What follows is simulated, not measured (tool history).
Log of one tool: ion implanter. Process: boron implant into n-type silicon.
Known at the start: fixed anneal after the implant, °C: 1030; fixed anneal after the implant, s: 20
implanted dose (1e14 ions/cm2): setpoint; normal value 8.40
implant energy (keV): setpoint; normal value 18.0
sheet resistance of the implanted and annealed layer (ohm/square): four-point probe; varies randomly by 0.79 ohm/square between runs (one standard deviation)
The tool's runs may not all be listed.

run	hour	implanted dose (1e14 ions/cm2)	implant energy (keV)	read-back reference wafer on the same gauge, sheet resistance	sheet resistance of the implanted and annealed layer (ohm/square)
1	0.0	6.93	19.5	149.92	167.15
2	12.4	6.93	19.5	150.00	165.79
3	29.9	8.40	18.0	149.83	140.58
4	37.6	8.40	18.0	149.93	142.45
5	49.0	6.98	18.0	150.03	166.13
6	62.2	8.40	18.0	149.96	142.76
7	78.6	8.40	18.0	150.07	140.06
8	89.3	8.40	18.0	149.98	141.63
9	96.4	8.40	18.0	150.09	141.41
10	127.5	9.93	18.0	150.01	123.51
11	145.1	9.93	18.0	150.04	121.78
12	154.1	9.93	18.0	149.95	122.65
13	164.4	8.40	18.0	150.10	142.76
14	179.6	8.40	18.0	150.22	141.46
15	191.7	9.61	16.0	150.02	127.90
16	200.0	9.61	16.0	149.93	127.17
17	213.3	9.61	16.0	149.97	128.04
18	223.7	6.93	19.5	150.02	167.42
19	239.3	8.40	18.0	149.96	141.69
20	248.0	10.31	21.0	149.99	118.05
# hour 260.1: gauge calibrated
21	260.9	10.37	20.5	149.89	116.98
22	273.4	8.40	18.0	150.23	140.64
23	284.0	8.40	18.0	149.77	143.30
24	297.7	7.15	22.5	149.95	160.68
# hour 311.1: Faraday cup replaced and dose calibrated
25	314.7	9.61	16.0	150.06	128.50
# hour 332.4: extraction supply calibrated
26	332.9	7.36	18.0	149.91	158.26
27	343.7	9.90	15.5	150.00	124.64
28	350.2	6.38	21.0	150.14	176.47
29	362.8	9.82	24.0	150.13	121.57
30	369.7	7.69	21.5	150.05	151.68
31	378.1	9.17	16.0	150.12	132.27
32	392.5	9.55	18.0	149.97	127.43
33	409.1	8.40	19.5	150.02	140.65
34	421.5	8.40	18.0	150.05	141.10
35	430.8	8.40	18.0	150.08	143.27
36	438.5	9.59	23.0	149.93	125.24
37	454.9	10.78	16.0	149.95	115.42
38	468.9	8.40	18.0	150.06	142.75

Predict each of these 3 candidate next runs independently; none follows another, all start after run 38:
A	469.3	7.39	18.0	?	?
B	469.3	9.69	18.0	?	?
C	469.3	8.40	23.0	?	?

run	read-back reference wafer on the same gauge, sheet resistance	sheet resistance of the implanted and annealed layer (ohm/square)
A	149.87	156.75
B	149.87	123.94
C	149.87	137.19
With no hidden state in the tool, these same runs would have given:
run	sheet resistance of the implanted and annealed layer (ohm/square)
A	156.75
B	123.94
C	137.19
